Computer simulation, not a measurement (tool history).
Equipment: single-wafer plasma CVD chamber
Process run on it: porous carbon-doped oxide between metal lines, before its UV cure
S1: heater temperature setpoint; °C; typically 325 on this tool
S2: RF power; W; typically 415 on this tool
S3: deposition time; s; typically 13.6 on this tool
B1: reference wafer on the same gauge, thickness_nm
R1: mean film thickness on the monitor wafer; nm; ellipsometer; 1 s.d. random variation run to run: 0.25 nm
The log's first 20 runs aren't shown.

run 21 day=12.817 | S1=313 S2=460 S3=11.9 | B1=52.034 | R1=57.037
run 22 day=13.254 | S1=315 S2=440 S3=13.6 | B1=52.051 | R1=62.688
-- day=13.329 gauge calibrated
run 23 day=13.525 | S1=325 S2=415 S3=13.6 | B1=52.060 | R1=57.694
run 24 day=14.096 | S1=325 S2=445 S3=15.9 | B1=52.062 | R1=69.502
run 25 day=14.525 | S1=325 S2=415 S3=13.6 | B1=51.961 | R1=57.242
run 26 day=14.946 | S1=325 S2=440 S3=13.6 | B1=52.041 | R1=59.629
run 27 day=15.362 | S1=325 S2=415 S3=13.6 | B1=51.922 | R1=58.167
run 28 day=15.729 | S1=331 S2=415 S3=13.6 | B1=52.126 | R1=55.799
run 29 day=16.362 | S1=313 S2=465 S3=12.7 | B1=51.966 | R1=60.754
run 30 day=17.025 | S1=339 S2=380 S3=15.8 | B1=52.077 | R1=60.315
run 31 day=17.583 | S1=337 S2=345 S3=14.3 | B1=51.891 | R1=51.741
run 32 day=18.192 | S1=336 S2=415 S3=13.6 | B1=51.991 | R1=54.958
run 33 day=18.458 | S1=339 S2=415 S3=11.4 | B1=51.925 | R1=45.746

Consider 5 possible next runs. They are alternatives, not a sequence: every one starts from the tool as it was left by run 33. What does each give?
run A day=18.475 | S1=320 S2=415 S3=13.6 | B1=? | R1=?
run B day=18.475 | S1=325 S2=415 S3=11.9 | B1=? | R1=?
run C day=18.475 | S1=325 S2=370 S3=16.0 | B1=? | R1=?
run D day=18.475 | S1=311 S2=460 S3=12.4 | B1=? | R1=?
run E day=18.475 | S1=331 S2=395 S3=11.9 | B1=? | R1=?

run=A B1=51.970 R1=58.776
run=B B1=51.970 R1=50.553
run=C B1=51.970 R1=63.156
run=D B1=51.970 R1=59.362
run=E B1=51.970 R1=47.947
Take away the tool's hidden state, keep each run's random variation, and the runs would have read:
run=A R1=59.307
run=B R1=51.009
run=C R1=63.746
run=D R1=59.898
run=E R1=48.380
